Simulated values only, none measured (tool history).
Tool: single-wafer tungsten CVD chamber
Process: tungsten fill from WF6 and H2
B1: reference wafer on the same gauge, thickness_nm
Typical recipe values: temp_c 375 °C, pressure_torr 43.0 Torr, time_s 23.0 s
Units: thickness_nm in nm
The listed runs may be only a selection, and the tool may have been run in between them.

{"run": 1, "hour": 0.0, "temp_c": 375, "pressure_torr": 43.0, "time_s": 23.0, "B1": 47.558, "thickness_nm": 45.973}
{"run": 2, "hour": 51.5, "temp_c": 367, "pressure_torr": 43.0, "time_s": 20.5, "B1": 47.381, "thickness_nm": 35.205}
{"run": 3, "hour": 66.3, "temp_c": 367, "pressure_torr": 43.0, "time_s": 20.5, "B1": 47.324, "thickness_nm": 34.889}
{"run": 4, "hour": 83.9, "temp_c": 365, "pressure_torr": 43.0, "time_s": 23.0, "B1": 47.301, "thickness_nm": 37.091}
{"run": 5, "hour": 95.2, "temp_c": 365, "pressure_torr": 43.0, "time_s": 23.0, "B1": 47.404, "thickness_nm": 37.295}
{"run": 6, "hour": 111.4, "temp_c": 375, "pressure_torr": 43.0, "time_s": 23.0, "B1": 47.348, "thickness_nm": 44.937}
{"run": 7, "hour": 150.3, "temp_c": 375, "pressure_torr": 43.0, "time_s": 23.0, "B1": 47.329, "thickness_nm": 44.602}
{"hour": 164.3, "done": "gauge calibrated"}
{"run": 8, "hour": 197.0, "temp_c": 375, "pressure_torr": 43.0, "time_s": 23.0, "B1": 47.52, "thickness_nm": 44.228}
{"hour": 208.5, "done": "thermocouple changed; heater temperature recalibrated"}
{"run": 9, "hour": 209.0, "temp_c": 375, "pressure_torr": 43.0, "time_s": 23.0, "B1": 47.463, "thickness_nm": 42.153}
{"hour": 228.4, "done": "capacitance manometer re-zeroed and calibrated"}
{"run": 10, "hour": 228.9, "temp_c": 375, "pressure_torr": 43.0, "time_s": 23.0, "B1": 47.424, "thickness_nm": 41.76}
{"run": 11, "hour": 233.0, "temp_c": 375, "pressure_torr": 43.0, "time_s": 23.0, "B1": 47.412, "thickness_nm": 41.82}
{"run": 12, "hour": 244.0, "temp_c": 375, "pressure_torr": 43.0, "time_s": 23.0, "B1": 47.443, "thickness_nm": 41.929}
{"run": 13, "hour": 254.0, "temp_c": 375, "pressure_torr": 43.0, "time_s": 23.0, "B1": 47.296, "thickness_nm": 42.008}
{"run": 14, "hour": 265.3, "temp_c": 375, "pressure_torr": 38.6, "time_s": 23.0, "B1": 47.424, "thickness_nm": 40.306}
{"run": 15, "hour": 278.6, "temp_c": 375, "pressure_torr": 38.6, "time_s": 23.0, "B1": 47.371, "thickness_nm": 39.541}
{"run": 16, "hour": 293.1, "temp_c": 375, "pressure_torr": 38.6, "time_s": 23.0, "B1": 47.386, "thickness_nm": 39.818}
{"hour": 304.2, "done": "thermocouple changed; heater temperature recalibrated, repeated, since the last time left the tool worse"}
{"run": 17, "hour": 304.7, "temp_c": 375, "pressure_torr": 43.0, "time_s": 23.0, "B1": 47.465, "thickness_nm": 48.725}
{"run": 18, "hour": 312.9, "temp_c": 381, "pressure_torr": 34.8, "time_s": 26.8, "B1": 47.195, "thickness_nm": 56.263}
{"hour": 325.9, "done": "showerhead replaced"}
{"run": 19, "hour": 326.4, "temp_c": 382, "pressure_torr": 43.0, "time_s": 23.0, "B1": 47.375, "thickness_nm": 54.61}
{"run": 20, "hour": 341.7, "temp_c": 375, "pressure_torr": 33.3, "time_s": 18.5, "B1": 47.453, "thickness_nm": 34.064}
{"run": 21, "hour": 356.8, "temp_c": 375, "pressure_torr": 43.0, "time_s": 23.0, "B1": 47.304, "thickness_nm": 48.235}
{"run": 22, "hour": 374.3, "temp_c": 362, "pressure_torr": 45.8, "time_s": 20.3, "B1": 47.373, "thickness_nm": 33.961}
{"run": 23, "hour": 381.1, "temp_c": 375, "pressure_torr": 43.0, "time_s": 23.0, "B1": 47.401, "thickness_nm": 47.937}
{"run": 24, "hour": 398.3, "temp_c": 379, "pressure_torr": 36.1, "time_s": 25.2, "B1": 47.465, "thickness_nm": 52.046}
{"run": 25, "hour": 413.1, "temp_c": 375, "pressure_torr": 43.0, "time_s": 23.0, "B1": 47.465, "thickness_nm": 48.108}
{"run": 26, "hour": 422.4, "temp_c": 375, "pressure_torr": 46.6, "time_s": 26.9, "B1": 47.303, "thickness_nm": 58.501}
{"run": 27, "hour": 434.8, "temp_c": 385, "pressure_torr": 43.0, "time_s": 24.2, "B1": 47.378, "thickness_nm": 61.515}
{"run": 28, "hour": 442.7, "temp_c": 375, "pressure_torr": 43.0, "time_s": 23.0, "B1": 47.35, "thickness_nm": 47.948}
{"run": 29, "hour": 460.2, "temp_c": 363, "pressure_torr": 43.0, "time_s": 18.5, "B1": 47.512, "thickness_nm": 30.605}
{"run": 30, "hour": 470.7, "temp_c": 375, "pressure_torr": 49.1, "time_s": 23.0, "B1": 47.468, "thickness_nm": 51.814}
{"run": 31, "hour": 485.9, "temp_c": 362, "pressure_torr": 34.6, "time_s": 23.0, "B1": 47.392, "thickness_nm": 33.775}
{"hour": 488.7, "done": "gauge calibrated"}
{"run": 32, "hour": 494.3, "temp_c": 375, "pressure_torr": 43.0, "time_s": 23.0, "B1": 47.473, "thickness_nm": 47.658}

Difference, measured minus no-hidden-state, one row per run. Run-to-run variation is common to both terms; the gauge's own scatter need not be:
Hidden state present: wafer temperature above the value expected at the setpoint (K); true pressure above the setpoint (%); gauge reads high (%).
run=1 thickness_nm=-2.720
run=2 thickness_nm=-2.463
run=3 thickness_nm=-2.531
run=4 thickness_nm=-2.826
run=5 thickness_nm=-2.919
run=6 thickness_nm=-3.506
run=7 thickness_nm=-3.805
run=8 thickness_nm=-4.184
run=9 thickness_nm=-6.498
run=10 thickness_nm=-6.439
run=11 thickness_nm=-6.449
run=12 thickness_nm=-6.469
run=13 thickness_nm=-6.486
run=14 thickness_nm=-6.227
run=15 thickness_nm=-6.117
run=16 thickness_nm=-6.171
run=17 thickness_nm=-0.133
run=18 thickness_nm=-0.149
run=19 thickness_nm=-0.146
run=20 thickness_nm=-0.097
run=21 thickness_nm=-0.144
run=22 thickness_nm=-0.114
run=23 thickness_nm=-0.158
run=24 thickness_nm=-0.185
run=25 thickness_nm=-0.187
run=26 thickness_nm=-0.240
run=27 thickness_nm=-0.260
run=28 thickness_nm=-0.221
run=29 thickness_nm=-0.164
run=30 thickness_nm=-0.283
run=31 thickness_nm=-0.212
run=32 thickness_nm=-0.300
